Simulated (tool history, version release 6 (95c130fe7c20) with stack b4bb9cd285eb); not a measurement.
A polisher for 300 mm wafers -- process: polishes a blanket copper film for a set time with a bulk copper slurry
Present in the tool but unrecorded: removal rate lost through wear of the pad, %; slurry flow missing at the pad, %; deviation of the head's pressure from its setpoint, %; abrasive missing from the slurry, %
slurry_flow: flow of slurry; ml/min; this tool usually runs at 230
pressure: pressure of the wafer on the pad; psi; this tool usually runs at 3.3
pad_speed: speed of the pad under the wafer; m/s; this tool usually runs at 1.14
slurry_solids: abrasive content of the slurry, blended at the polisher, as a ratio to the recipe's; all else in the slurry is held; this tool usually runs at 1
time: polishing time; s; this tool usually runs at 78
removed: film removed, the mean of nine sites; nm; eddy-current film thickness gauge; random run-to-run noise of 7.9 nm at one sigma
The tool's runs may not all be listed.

run,hour,slurry_flow,pressure,pad_speed,slurry_solids,time,wafers since the last listed run,wafers polished on this pad,hours since the slurry nozzle was cleaned,hours since the head pressure was calibrated,hours since the slurry blender was calibrated,"incoming thickness of the incoming film, nm",removed
1,0,230,3.3,1.14,1,78,0,384,157.1,299,211.5,3936.2,1136.6
2,10.6,230,3.3,1.14,1,78,97,482,167.7,309.6,222.1,3870.4,1142.7
3,23,230,3.3,1.14,1,78,114,596,180.1,322,234.5,3904.7,1150.1
# hour 29.1: worn pad replaced by a new one
4,32.1,230,3.3,1.14,1,86,46,27,189.2,331.1,243.6,3898.4,1247.1
5,44.4,230,3.3,1.14,1,86,113,141,201.5,343.4,255.9,3900.8,1238.1
6,54.7,230,3.3,1.14,1,86,94,235,211.8,353.7,266.2,3921.8,1252.3
7,65,230,3.3,1.26,1,78,94,330,222.1,364,276.5,3881.4,1230.3
# hour 71.8: slurry blender recalibrated
8,73.9,230,3.3,1.14,1,78,63,393,231,372.9,2.1,3907.1,1112.8
9,81.5,230,3.3,1.46,1,78,69,463,238.6,380.5,9.7,3895.4,1445.7
# hour 85.2: head pressure recalibrated
10,87.5,230,3.3,1.14,1.25,93,36,500,244.6,2.3,15.7,3957.9,1234.5
# hour 94.9: worn pad replaced by a new one
11,104.6,305,2.8,1.14,1,78,120,88,261.7,19.4,32.8,3839,916.6
12,117.2,310,3.3,0.92,0.9,78,115,204,274.3,32,45.4,3929.2,846.3
# hour 124.8: slurry nozzle cleaned
13,125.4,180,3.3,1.14,1,97,66,270,0.6,40.2,53.6,3899.8,1338.2
14,132.5,150,3.3,1.14,0.75,78,65,336,7.7,47.3,60.7,3866.7,1004.7
15,142.6,230,3.3,1.14,1,86,92,428,17.8,57.4,70.8,3908,1205.6
16,152.2,230,3.3,1.14,1,78,88,517,27.4,67,80.4,3853.9,1102.2
17,158.8,230,3.3,1.14,1,78,60,577,34,73.6,87,3906.5,1104.2

Consider 4 possible next runs. They are alternatives, not a sequence: every one starts from the tool as it was left by run 17. What does each give?
A,159.3,230,3.3,1.14,0.85,78,4,582,34.5,74.1,87.5,3884,?
B,159.3,165,3.3,1.14,1,91,4,582,34.5,74.1,87.5,3884,?
C,159.3,230,3.3,1.14,0.9,78,4,582,34.5,74.1,87.5,3884,?
D,159.3,230,3.3,1.02,1.2,55,4,582,34.5,74.1,87.5,3884,?

run,removed
A,1076.9
B,1230.3
C,1085.8
D,716.1
Without the tool's hidden state the same runs would have given:
run,removed
A,1048
B,1199.8
C,1056.7
D,696.9
